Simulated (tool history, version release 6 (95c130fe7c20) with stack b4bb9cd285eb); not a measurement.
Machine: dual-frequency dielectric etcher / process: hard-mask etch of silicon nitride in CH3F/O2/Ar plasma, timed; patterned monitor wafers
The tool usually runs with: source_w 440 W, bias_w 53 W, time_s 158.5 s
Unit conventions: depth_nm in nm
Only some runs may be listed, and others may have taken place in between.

| run | hour | source_w | bias_w | time_s | wafers since the last listed run | hours since the last wet clean | hours since the last source power generator calibration | hours since the last bias power generator calibration | hours since the last upper electrode change | hours since the gauge calibration | read-back reference wafer on the same gauge, depth_nm | depth_nm |
|---|---|---|---|---|---|---|---|---|---|---|---|---|
| 1 | 0 | 440 | 53 | 158.5 | 0 | 347.4 | 3563.3 | 1798.2 | 4557.7 | 332.5 | 91.5 | 93.9 |
|  | 71.7 | wet clean of the chamber |
| 2 | 72.2 | 440 | 53 | 158.5 | 450 | 0.5 | 3635.5 | 1870.4 | 4629.9 | 404.7 | 91.4 | 92.9 |
| 3 | 113.2 | 440 | 53 | 158.5 | 382 | 41.5 | 3676.5 | 1911.4 | 4670.9 | 445.7 | 91.3 | 92.8 |
| 4 | 224.3 | 440 | 53 | 158.5 | 1037 | 152.6 | 3787.6 | 2022.5 | 4782 | 556.8 | 91.5 | 93.8 |
| 5 | 285.5 | 440 | 53 | 158.5 | 571 | 213.8 | 3848.8 | 2083.7 | 4843.2 | 618 | 91.4 | 94 |
| 6 | 387.5 | 440 | 53 | 158.5 | 952 | 315.8 | 3950.8 | 2185.7 | 4945.2 | 720 | 91.4 | 94.5 |
|  | 391.8 | bias power generator calibrated |
|  | 430.3 | wet clean of the chamber |
| 7 | 432.7 | 440 | 53 | 158.5 | 160 | 2.4 | 3996 | 40.9 | 4990.4 | 765.2 | 91.4 | 91.9 |
| 8 | 501.8 | 440 | 53 | 158.5 | 645 | 71.5 | 4065.1 | 110 | 5059.5 | 834.3 | 91.5 | 92.8 |
| 9 | 529.5 | 440 | 53 | 158.5 | 258 | 99.2 | 4092.8 | 137.7 | 5087.2 | 862 | 91.4 | 92.5 |
|  | 581.8 | upper electrode replaced |
| 10 | 582.3 | 440 | 58 | 158.5 | 268 | 152 | 4145.6 | 190.5 | 0.5 | 914.8 | 91.3 | 96.3 |
|  | 648.9 | source power generator calibrated |
| 11 | 677.3 | 440 | 61 | 158.5 | 849 | 247 | 28.4 | 285.5 | 95.5 | 1009.8 | 91.3 | 97 |
| 12 | 719 | 330 | 53 | 189.5 | 389 | 288.7 | 70.1 | 327.2 | 137.2 | 1051.5 | 91.4 | 96.1 |
| 13 | 758.7 | 440 | 53 | 158.5 | 370 | 328.4 | 109.8 | 366.9 | 176.9 | 1091.2 | 91.3 | 94.8 |
|  | 792.3 | gauge calibrated |
| 14 | 794.1 | 440 | 53 | 158.5 | 330 | 363.8 | 145.2 | 402.3 | 212.3 | 1.8 | 91.4 | 94.1 |
| 15 | 828.9 | 410 | 53 | 115.5 | 324 | 398.6 | 180 | 437.1 | 247.1 | 36.6 | 91.5 | 66.4 |
|  | 854.6 | wet clean of the chamber |
| 16 | 873.3 | 440 | 53 | 139.5 | 190 | 18.7 | 224.4 | 481.5 | 291.5 | 81 | 91.3 | 80.1 |
| 17 | 945.1 | 350 | 40 | 127 | 670 | 90.5 | 296.2 | 553.3 | 363.3 | 152.8 | 91.3 | 61.3 |
| 18 | 982.3 | 440 | 49 | 139 | 347 | 127.7 | 333.4 | 590.5 | 400.5 | 190 | 91.3 | 80.3 |
| 19 | 1017.8 | 440 | 53 | 158.5 | 331 | 163.2 | 368.9 | 626 | 436 | 225.5 | 91.5 | 92.8 |
| 20 | 1065 | 440 | 53 | 116 | 440 | 210.4 | 416.1 | 673.2 | 483.2 | 272.7 | 91.3 | 68.2 |
| 21 | 1110.8 | 500 | 66 | 132 | 427 | 256.2 | 461.9 | 719 | 529 | 318.5 | 91.3 | 87.3 |
| 22 | 1142.3 | 470 | 50 | 135.5 | 294 | 287.7 | 493.4 | 750.5 | 560.5 | 350 | 91.4 | 81.9 |
| 23 | 1203.7 | 440 | 53 | 158.5 | 573 | 349.1 | 554.8 | 811.9 | 621.9 | 411.4 | 91.4 | 92.8 |

What the log doesn't show, run by run:
source power that arrives over what is set, %: 0 on each run
bias power that arrives over what is set, %: 0 on each run
gauge reads high (%): 0 on each run
H1: etch rate over this chamber's usual, %
| run | H1 |
|---|---|
| 1 | 2.43 |
| 2 | 0.314 |
| 3 | 0.575 |
| 4 | 1.28 |
| 5 | 1.67 |
| 6 | 2.33 |
| 7 | 0.372 |
| 8 | 0.812 |
| 9 | 0.989 |
| 10 | 1.33 |
| 11 | 1.93 |
| 12 | 2.2 |
| 13 | 2.45 |
| 14 | 2.68 |
| 15 | 2.9 |
| 16 | -0.101 |
| 17 | 0.357 |
| 18 | 0.594 |
| 19 | 0.82 |
| 20 | 1.12 |
| 21 | 1.41 |
| 22 | 1.61 |
| 23 | 2.01 |

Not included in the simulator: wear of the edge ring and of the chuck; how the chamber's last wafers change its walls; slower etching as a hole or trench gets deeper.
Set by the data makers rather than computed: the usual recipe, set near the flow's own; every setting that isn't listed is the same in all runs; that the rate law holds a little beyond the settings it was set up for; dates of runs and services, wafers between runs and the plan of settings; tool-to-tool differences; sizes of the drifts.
